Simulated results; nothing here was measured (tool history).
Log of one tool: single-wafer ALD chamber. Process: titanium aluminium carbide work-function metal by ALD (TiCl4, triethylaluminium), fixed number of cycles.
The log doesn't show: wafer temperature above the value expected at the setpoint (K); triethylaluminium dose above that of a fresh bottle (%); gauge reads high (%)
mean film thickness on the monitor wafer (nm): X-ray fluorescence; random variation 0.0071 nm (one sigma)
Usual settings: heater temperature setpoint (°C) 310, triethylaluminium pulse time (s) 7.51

| run | day | heater temperature setpoint (°C) | triethylaluminium pulse time (s) | wafers since the last listed run | hours since the last thermocouple change | hours since the last triethylaluminium bottle change | hours since the showerhead was replaced | hours since the gauge calibration | read-back reference wafer on the same gauge, thickness_nm | mean film thickness on the monitor wafer (nm) |
|---|---|---|---|---|---|---|---|---|---|---|
| 1 | 0.000 | 310 | 7.51 | 0 | 1892.8 | 1653.2 | 7953.3 | 65.3 | 1.860 | 1.590 |
| 2 | 0.596 | 310 | 6.77 | 271 | 1907.1 | 1667.5 | 7967.6 | 79.6 | 1.855 | 1.534 |
| 3 | 1.258 | 306 | 5.85 | 302 | 1923.0 | 1683.4 | 7983.5 | 95.5 | 1.861 | 1.412 |
| 4 | 1.958 | 306 | 5.85 | 319 | 1939.8 | 1700.2 | 8000.3 | 112.3 | 1.859 | 1.402 |
|  | 2.412 | triethylaluminium bottle replaced |
| 5 | 2.433 | 306 | 5.85 | 64 | 1951.2 | 0.5 | 8011.7 | 123.7 | 1.861 | 1.686 |
| 6 | 3.008 | 310 | 7.51 | 262 | 1965.0 | 14.3 | 8025.5 | 137.5 | 1.860 | 1.816 |
| 7 | 3.325 | 310 | 7.51 | 144 | 1972.6 | 21.9 | 8033.1 | 145.1 | 1.861 | 1.807 |
| 8 | 3.679 | 310 | 7.51 | 161 | 1981.1 | 30.4 | 8041.6 | 153.6 | 1.863 | 1.808 |
| 9 | 4.967 | 310 | 6.76 | 587 | 2012.0 | 61.3 | 8072.5 | 184.5 | 1.858 | 1.777 |
|  | 5.521 | thermocouple changed; heater temperature recalibrated |
| 10 | 5.542 | 310 | 6.76 | 110 | 0.5 | 75.1 | 8086.3 | 198.3 | 1.860 | 1.777 |
|  | 6.042 | showerhead replaced, of another model than before |
| 11 | 6.062 | 321 | 8.52 | 85 | 13.0 | 87.6 | 0.5 | 210.8 | 1.858 | 1.966 |
| 12 | 6.200 | 321 | 8.52 | 62 | 16.3 | 90.9 | 3.8 | 214.1 | 1.860 | 1.953 |
| 13 | 6.579 | 299 | 8.68 | 172 | 25.4 | 100.0 | 12.9 | 223.2 | 1.859 | 1.779 |
| 14 | 6.850 | 310 | 7.51 | 123 | 31.9 | 106.5 | 19.4 | 229.7 | 1.860 | 1.807 |
| 15 | 7.262 | 318 | 8.55 | 188 | 41.8 | 116.4 | 29.3 | 239.6 | 1.859 | 1.952 |
| 16 | 7.946 | 319 | 7.51 | 311 | 58.2 | 132.8 | 45.7 | 256.0 | 1.861 | 1.887 |
| 17 | 8.300 | 310 | 7.51 | 161 | 66.7 | 141.3 | 54.2 | 264.5 | 1.858 | 1.801 |
| 18 | 10.204 | 304 | 8.72 | 868 | 112.4 | 187.0 | 99.9 | 310.2 | 1.859 | 1.818 |
| 19 | 10.696 | 316 | 9.12 | 224 | 124.2 | 198.8 | 111.7 | 322.0 | 1.858 | 1.931 |
| 20 | 11.017 | 310 | 6.74 | 146 | 131.9 | 206.5 | 119.4 | 329.7 | 1.861 | 1.724 |
| 21 | 11.588 | 300 | 5.59 | 260 | 145.6 | 220.2 | 133.1 | 343.4 | 1.863 | 1.475 |
| 22 | 12.292 | 301 | 6.14 | 321 | 162.5 | 237.1 | 150.0 | 360.3 | 1.860 | 1.562 |
|  | 12.329 | gauge calibrated |
| 23 | 12.975 | 310 | 7.51 | 311 | 178.9 | 253.5 | 166.4 | 15.5 | 1.860 | 1.776 |
| 24 | 13.233 | 310 | 10.21 | 117 | 185.1 | 259.7 | 172.6 | 21.7 | 1.862 | 1.901 |
| 25 | 13.646 | 299 | 9.86 | 188 | 195.0 | 269.6 | 182.5 | 31.6 | 1.859 | 1.801 |
| 26 | 13.983 | 298 | 5.80 | 153 | 203.1 | 277.7 | 190.6 | 39.7 | 1.859 | 1.483 |
| 27 | 14.617 | 301 | 4.67 | 288 | 218.3 | 292.9 | 205.8 | 54.9 | 1.864 | 1.267 |
| 28 | 14.967 | 298 | 7.51 | 159 | 226.7 | 301.3 | 214.2 | 63.3 | 1.858 | 1.681 |
| 29 | 15.679 | 314 | 5.07 | 324 | 243.8 | 318.4 | 231.3 | 80.4 | 1.859 | 1.446 |
| 30 | 15.992 | 310 | 8.91 | 142 | 251.3 | 325.9 | 238.8 | 87.9 | 1.860 | 1.856 |
| 31 | 16.396 | 315 | 8.37 | 184 | 261.0 | 335.6 | 248.5 | 97.6 | 1.859 | 1.878 |
| 32 | 16.671 | 310 | 7.51 | 125 | 267.6 | 342.2 | 255.1 | 104.2 | 1.859 | 1.765 |
| 33 | 17.279 | 310 | 7.51 | 277 | 282.2 | 356.8 | 269.7 | 118.8 | 1.861 | 1.770 |
| 34 | 17.900 | 310 | 7.51 | 283 | 297.1 | 371.7 | 284.6 | 133.7 | 1.857 | 1.774 |

Some steps in mean film thickness on the monitor wafer (nm) between neighbouring runs. How much of each would the tool show without its hidden state too (settings, what came in, random variation), and how much is left for the hidden state, with any gauge scatter that isn't in both results?
Run 4 -> 5: triethylaluminium bottle replaced. mean film thickness on the monitor wafer (nm) +0.284: hidden state +0.274, all else +0.010.
Run 25 -> 26: heater temperature setpoint (°C) 299 -> 298, triethylaluminium pulse time (s) 9.86 -> 5.80. mean film thickness on the monitor wafer (nm) -0.318: hidden state -0.052, all else -0.266.
Run 27 -> 28: heater temperature setpoint (°C) 301 -> 298, triethylaluminium pulse time (s) 4.67 -> 7.51. mean film thickness on the monitor wafer (nm) +0.414: hidden state +0.039, all else +0.375.
Run 29 -> 30: heater temperature setpoint (°C) 314 -> 310, triethylaluminium pulse time (s) 5.07 -> 8.91. mean film thickness on the monitor wafer (nm) +0.410: hidden state +0.061, all else +0.349.
